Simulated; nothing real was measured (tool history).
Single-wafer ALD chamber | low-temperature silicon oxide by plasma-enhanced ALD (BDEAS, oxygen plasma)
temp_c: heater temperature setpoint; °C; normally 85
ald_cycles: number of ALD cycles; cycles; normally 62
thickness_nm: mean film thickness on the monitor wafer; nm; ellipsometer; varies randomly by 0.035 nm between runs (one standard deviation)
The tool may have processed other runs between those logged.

| run | hour | temp_c | ald_cycles | read-back reference wafer on the same gauge, thickness_nm | thickness_nm |
|---|---|---|---|---|---|
| 1 | 0 | 85 | 62 | 9.238 | 9.778 |
| 2 | 17.3 | 85 | 62 | 9.25 | 9.758 |
| 3 | 35.1 | 85 | 62 | 9.25 | 9.797 |
| 4 | 68.2 | 85 | 62 | 9.233 | 9.78 |
| 5 | 90.4 | 85 | 62 | 9.246 | 9.741 |
| 6 | 109.2 | 85 | 62 | 9.244 | 9.768 |
| 7 | 125.6 | 85 | 62 | 9.246 | 9.761 |
| 8 | 153.4 | 85 | 62 | 9.239 | 9.774 |
| 9 | 167.5 | 75 | 57 | 9.249 | 9.332 |
| 10 | 202.2 | 75 | 57 | 9.244 | 9.344 |
| 11 | 228.1 | 85 | 62 | 9.24 | 9.761 |
| 12 | 260.6 | 76 | 62 | 9.235 | 10.113 |
| 13 | 285.8 | 76 | 62 | 9.246 | 10.07 |
|  | 323.6 | thermocouple changed; heater temperature recalibrated |
| 14 | 324.1 | 76 | 62 | 9.244 | 10.155 |
| 15 | 339.9 | 85 | 62 | 9.239 | 9.801 |
| 16 | 370.9 | 77 | 67 | 9.229 | 10.87 |
| 17 | 405.4 | 77 | 67 | 9.238 | 10.889 |
| 18 | 481.9 | 77 | 67 | 9.235 | 10.886 |
| 19 | 505.5 | 94 | 70 | 9.254 | 10.653 |
| 20 | 534.5 | 85 | 52 | 9.237 | 8.153 |
| 21 | 567 | 90 | 54 | 9.245 | 8.302 |
| 22 | 582.5 | 79 | 70 | 9.252 | 11.288 |
| 23 | 617.1 | 100 | 55 | 9.217 | 8.14 |
| 24 | 631.4 | 85 | 62 | 9.226 | 9.801 |
| 25 | 649.8 | 77 | 55 | 9.251 | 8.947 |
| 26 | 665.4 | 77 | 56 | 9.234 | 9.056 |
| 27 | 689.9 | 79 | 72 | 9.259 | 11.608 |
| 28 | 708 | 85 | 62 | 9.244 | 9.753 |
| 29 | 734 | 85 | 62 | 9.233 | 9.745 |
| 30 | 746.2 | 77 | 62 | 9.233 | 10.012 |
| 31 | 762.1 | 89 | 54 | 9.239 | 8.349 |
|  | 785 | gauge calibrated |
| 32 | 794.6 | 95 | 53 | 9.234 | 8.029 |
| 33 | 826.7 | 95 | 68 | 9.24 | 10.267 |
| 34 | 850.6 | 80 | 56 | 9.255 | 8.963 |
| 35 | 883.8 | 72 | 55 | 9.247 | 9.089 |
| 36 | 897.3 | 93 | 50 | 9.245 | 7.591 |
| 37 | 930.5 | 90 | 53 | 9.233 | 8.158 |
| 38 | 993.3 | 100 | 66 | 9.241 | 9.869 |
| 39 | 1025.1 | 85 | 62 | 9.238 | 9.837 |

Predict each of these 3 candidate next runs independently; none follows another, all start after run 39:
| A | 1025.6 | 85 | 62 | ? | ? |
| B | 1025.6 | 74 | 55 | ? | ? |
| C | 1025.6 | 89 | 62 | ? | ? |

| run | read-back reference wafer on the same gauge, thickness_nm | thickness_nm |
|---|---|---|
| A | 9.248 | 9.817 |
| B | 9.248 | 9.083 |
| C | 9.248 | 9.664 |
Had the tool no hidden state, the same runs would have come out as:
| run | thickness_nm |
|---|---|
| A | 9.817 |
| B | 9.083 |
| C | 9.664 |
